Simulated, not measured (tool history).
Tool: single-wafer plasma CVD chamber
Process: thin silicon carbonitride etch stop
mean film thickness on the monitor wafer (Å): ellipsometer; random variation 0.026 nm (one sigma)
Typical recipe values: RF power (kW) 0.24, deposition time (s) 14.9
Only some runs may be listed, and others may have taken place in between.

run	hour	RF power (kW)	deposition time (s)	read-back reference wafer on the same gauge, thickness_nm	mean film thickness on the monitor wafer (Å)
1	0	0.24	14.9	8.25	93.15
2	63.3	0.24	14.9	8.257	93.27
3	133.2	0.24	13.6	8.251	84.98
4	164.7	0.24	13.6	8.257	85.16
5	225.8	0.24	13.6	8.263	85.03
6	285.6	0.24	14.9	8.267	93.12
7	329.8	0.24	14.9	8.271	93.9
8	362.8	0.265	14.9	8.274	98.04
9	420.7	0.265	14.9	8.273	98.46
10	511.2	0.24	14.9	8.275	93.65
11	541.6	0.24	14.9	8.291	93.27
12	610.7	0.24	14.9	8.292	93.7
# hour 630.4: thermocouple changed; heater temperature recalibrated
13	662.2	0.24	14.9	8.297	93.66
14	688	0.24	14.9	8.292	94.06
15	730.5	0.24	17.4	8.299	110.01
16	775.3	0.22	14.9	8.29	89.75
17	846.1	0.195	14.9	8.305	83.7
18	950	0.24	14.9	8.317	93.77
19	994.3	0.265	16.3	8.316	108.08
# hour 1050.2: RF generator calibrated
20	1057.7	0.27	12.9	8.324	85.76
21	1092.5	0.21	17.1	8.318	100.45
# hour 1203: gauge calibrated
22	1232.6	0.24	14.9	8.1	91.79
23	1278.5	0.24	14.9	8.107	92.04
# hour 1358.8: showerhead replaced
24	1463.2	0.24	17.1	8.119	105.37
25	1499.7	0.24	12.7	8.117	78.42
26	1534.7	0.225	14.9	8.107	88.78
27	1560.1	0.24	14.9	8.124	91.58
28	1623.7	0.27	17.4	8.136	113.16
29	1676.6	0.24	13.3	8.14	81.9
# hour 1736.2: thermocouple changed; heater temperature recalibrated
30	1736.7	0.24	14.9	8.136	91.52
31	1794.7	0.205	12.5	8.135	71.22
32	1820.8	0.24	13.4	8.142	82.97
33	1954	0.275	17.4	8.147	114.18
34	2002.4	0.24	14.9	8.149	92.63
35	2056.4	0.27	13.1	8.159	85.92
36	2096.5	0.225	16.2	8.156	96.72

Branching from run 36: 3 alternative next runs. What would each branch give?
A	2096.9	0.21	14.9	?	?
B	2096.9	0.27	16	?	?
C	2096.9	0.2	12.1	?	?

run	read-back reference wafer on the same gauge, thickness_nm	mean film thickness on the monitor wafer (Å)
A	8.16	86
B	8.16	104.76
C	8.16	67.95
Stripped of hidden state, with their random variation kept, the same runs would have yielded:
run	mean film thickness on the monitor wafer (Å)
A	85.58
B	104.26
C	67.63
